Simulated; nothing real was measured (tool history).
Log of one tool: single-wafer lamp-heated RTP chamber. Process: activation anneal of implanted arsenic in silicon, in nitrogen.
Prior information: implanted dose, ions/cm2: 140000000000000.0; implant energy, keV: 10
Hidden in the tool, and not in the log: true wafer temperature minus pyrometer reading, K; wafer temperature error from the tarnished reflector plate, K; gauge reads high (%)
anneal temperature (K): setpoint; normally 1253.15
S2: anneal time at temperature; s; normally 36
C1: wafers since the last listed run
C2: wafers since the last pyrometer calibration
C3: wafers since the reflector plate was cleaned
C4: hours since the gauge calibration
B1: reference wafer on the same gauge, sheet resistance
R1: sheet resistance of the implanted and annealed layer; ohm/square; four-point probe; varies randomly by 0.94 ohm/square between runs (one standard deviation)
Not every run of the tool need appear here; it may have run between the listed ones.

{"run": 1, "hour": 0.0, "anneal temperature (K)": 1236.15, "S2": 43, "C1": 0, "C2": 5569, "C3": 797, "C4": 19.0, "B1": 735.17, "R1": 627.71}
{"run": 2, "hour": 10.5, "anneal temperature (K)": 1253.15, "S2": 19, "C1": 118, "C2": 5688, "C3": 915, "C4": 29.5, "B1": 735.36, "R1": 628.51}
{"run": 3, "hour": 22.5, "anneal temperature (K)": 1253.15, "S2": 36, "C1": 134, "C2": 5823, "C3": 1050, "C4": 41.5, "B1": 735.49, "R1": 626.94}
{"run": 4, "hour": 38.8, "anneal temperature (K)": 1253.15, "S2": 36, "C1": 183, "C2": 6006, "C3": 1234, "C4": 57.8, "B1": 735.84, "R1": 626.56}
{"run": 5, "hour": 48.8, "anneal temperature (K)": 1253.15, "S2": 27, "C1": 112, "C2": 6118, "C3": 1346, "C4": 67.8, "B1": 736.21, "R1": 626.92}
{"run": 6, "hour": 62.2, "anneal temperature (K)": 1253.15, "S2": 36, "C1": 150, "C2": 6269, "C3": 1497, "C4": 81.2, "B1": 736.73, "R1": 626.75}
{"run": 7, "hour": 73.8, "anneal temperature (K)": 1253.15, "S2": 36, "C1": 130, "C2": 6400, "C3": 1627, "C4": 92.8, "B1": 737.05, "R1": 627.95}
{"run": 8, "hour": 85.3, "anneal temperature (K)": 1253.15, "S2": 36, "C1": 129, "C2": 6529, "C3": 1757, "C4": 104.3, "B1": 737.09, "R1": 628.21}
{"run": 9, "hour": 101.5, "anneal temperature (K)": 1253.15, "S2": 23, "C1": 182, "C2": 6711, "C3": 1939, "C4": 120.5, "B1": 737.47, "R1": 629.28}
{"run": 10, "hour": 115.1, "anneal temperature (K)": 1253.15, "S2": 23, "C1": 152, "C2": 6864, "C3": 2092, "C4": 134.1, "B1": 737.93, "R1": 631.5}
{"run": 11, "hour": 131.6, "anneal temperature (K)": 1253.15, "S2": 36, "C1": 185, "C2": 7050, "C3": 2278, "C4": 150.6, "B1": 738.45, "R1": 625.56}
{"run": 12, "hour": 140.4, "anneal temperature (K)": 1253.15, "S2": 36, "C1": 98, "C2": 7149, "C3": 2377, "C4": 159.4, "B1": 738.67, "R1": 627.84}
{"run": 13, "hour": 150.2, "anneal temperature (K)": 1253.15, "S2": 36, "C1": 110, "C2": 7259, "C3": 2487, "C4": 169.2, "B1": 738.66, "R1": 627.95}
{"run": 14, "hour": 156.3, "anneal temperature (K)": 1253.15, "S2": 26, "C1": 68, "C2": 7328, "C3": 2555, "C4": 175.3, "B1": 738.87, "R1": 630.8}
{"run": 15, "hour": 172.6, "anneal temperature (K)": 1253.15, "S2": 26, "C1": 183, "C2": 7511, "C3": 2739, "C4": 191.6, "B1": 739.01, "R1": 631.39}
{"run": 16, "hour": 184.6, "anneal temperature (K)": 1253.15, "S2": 26, "C1": 134, "C2": 7646, "C3": 2874, "C4": 203.6, "B1": 739.36, "R1": 631.4}
{"run": 17, "hour": 195.8, "anneal temperature (K)": 1270.15, "S2": 46, "C1": 125, "C2": 7772, "C3": 3000, "C4": 214.8, "B1": 739.46, "R1": 620.98}
{"run": 18, "hour": 201.8, "anneal temperature (K)": 1265.15, "S2": 56, "C1": 67, "C2": 7840, "C3": 3067, "C4": 220.8, "B1": 739.94, "R1": 620.62}
{"hour": 212.7, "done": "pyrometer window cleaned and pyrometer calibrated"}
{"hour": 213.9, "done": "reflector plate cleaned"}
{"run": 19, "hour": 214.4, "anneal temperature (K)": 1266.15, "S2": 50, "C1": 38, "C2": 5, "C3": 5, "C4": 233.4, "B1": 740.06, "R1": 621.31}
{"hour": 219.7, "done": "gauge calibrated"}
{"run": 20, "hour": 221.5, "anneal temperature (K)": 1253.15, "S2": 36, "C1": 79, "C2": 85, "C3": 85, "C4": 1.8, "B1": 733.79, "R1": 625.15}
{"run": 21, "hour": 260.9, "anneal temperature (K)": 1272.15, "S2": 45, "C1": 443, "C2": 528, "C3": 528, "C4": 41.2, "B1": 735.29, "R1": 617.73}
{"run": 22, "hour": 270.0, "anneal temperature (K)": 1224.15, "S2": 28, "C1": 102, "C2": 630, "C3": 630, "C4": 50.3, "B1": 735.23, "R1": 631.42}
{"run": 23, "hour": 286.1, "anneal temperature (K)": 1253.15, "S2": 17, "C1": 181, "C2": 811, "C3": 811, "C4": 66.4, "B1": 735.75, "R1": 631.05}
{"run": 24, "hour": 298.2, "anneal temperature (K)": 1253.15, "S2": 36, "C1": 136, "C2": 947, "C3": 947, "C4": 78.5, "B1": 736.07, "R1": 626.77}
{"run": 25, "hour": 305.9, "anneal temperature (K)": 1228.15, "S2": 21, "C1": 86, "C2": 1034, "C3": 1034, "C4": 86.2, "B1": 736.31, "R1": 633.41}
{"run": 26, "hour": 323.9, "anneal temperature (K)": 1228.15, "S2": 21, "C1": 202, "C2": 1236, "C3": 1236, "C4": 104.2, "B1": 736.54, "R1": 633.2}
{"run": 27, "hour": 340.5, "anneal temperature (K)": 1227.15, "S2": 43, "C1": 186, "C2": 1423, "C3": 1423, "C4": 120.8, "B1": 736.96, "R1": 631.34}
{"run": 28, "hour": 350.5, "anneal temperature (K)": 1267.15, "S2": 50, "C1": 112, "C2": 1536, "C3": 1536, "C4": 130.8, "B1": 737.13, "R1": 621.25}
{"run": 29, "hour": 361.9, "anneal temperature (K)": 1253.15, "S2": 36, "C1": 128, "C2": 1664, "C3": 1664, "C4": 142.2, "B1": 737.48, "R1": 626.87}
{"run": 30, "hour": 371.2, "anneal temperature (K)": 1242.15, "S2": 44, "C1": 104, "C2": 1769, "C3": 1769, "C4": 151.5, "B1": 737.72, "R1": 628.29}
{"run": 31, "hour": 387.9, "anneal temperature (K)": 1274.15, "S2": 21, "C1": 187, "C2": 1956, "C3": 1956, "C4": 168.2, "B1": 738.19, "R1": 629.18}
{"run": 32, "hour": 399.5, "anneal temperature (K)": 1276.15, "S2": 44, "C1": 130, "C2": 2087, "C3": 2087, "C4": 179.8, "B1": 738.6, "R1": 619.2}
{"run": 33, "hour": 414.2, "anneal temperature (K)": 1253.15, "S2": 22, "C1": 165, "C2": 2252, "C3": 2252, "C4": 194.5, "B1": 739.04, "R1": 632.73}
{"run": 34, "hour": 425.4, "anneal temperature (K)": 1264.15, "S2": 18, "C1": 125, "C2": 2378, "C3": 2378, "C4": 205.7, "B1": 738.88, "R1": 633.48}
{"run": 35, "hour": 442.0, "anneal temperature (K)": 1253.15, "S2": 23, "C1": 186, "C2": 2565, "C3": 2565, "C4": 222.3, "B1": 739.35, "R1": 630.33}
{"run": 36, "hour": 459.2, "anneal temperature (K)": 1275.15, "S2": 22, "C1": 193, "C2": 2759, "C3": 2759, "C4": 239.5, "B1": 740.03, "R1": 628.04}

Give the tool's hidden conditions for every run:
true wafer temperature minus pyrometer reading, K: 0 in every run
wafer temperature error from the tarnished reflector plate, K: 0 in every run
H1: gauge reads high (%)
run=1 H1=0.143
run=2 H1=0.177
run=3 H1=0.217
run=4 H1=0.271
run=5 H1=0.304
run=6 H1=0.348
run=7 H1=0.386
run=8 H1=0.424
run=9 H1=0.478
run=10 H1=0.523
run=11 H1=0.577
run=12 H1=0.606
run=13 H1=0.639
run=14 H1=0.659
run=15 H1=0.713
run=16 H1=0.752
run=17 H1=0.789
run=18 H1=0.809
run=19 H1=0.851
run=20 H1=0.00849
run=21 H1=0.139
run=22 H1=0.169
run=23 H1=0.222
run=24 H1=0.262
run=25 H1=0.287
run=26 H1=0.347
run=27 H1=0.401
run=28 H1=0.434
run=29 H1=0.472
run=30 H1=0.503
run=31 H1=0.558
run=32 H1=0.596
run=33 H1=0.645
run=34 H1=0.682
run=35 H1=0.737
run=36 H1=0.793

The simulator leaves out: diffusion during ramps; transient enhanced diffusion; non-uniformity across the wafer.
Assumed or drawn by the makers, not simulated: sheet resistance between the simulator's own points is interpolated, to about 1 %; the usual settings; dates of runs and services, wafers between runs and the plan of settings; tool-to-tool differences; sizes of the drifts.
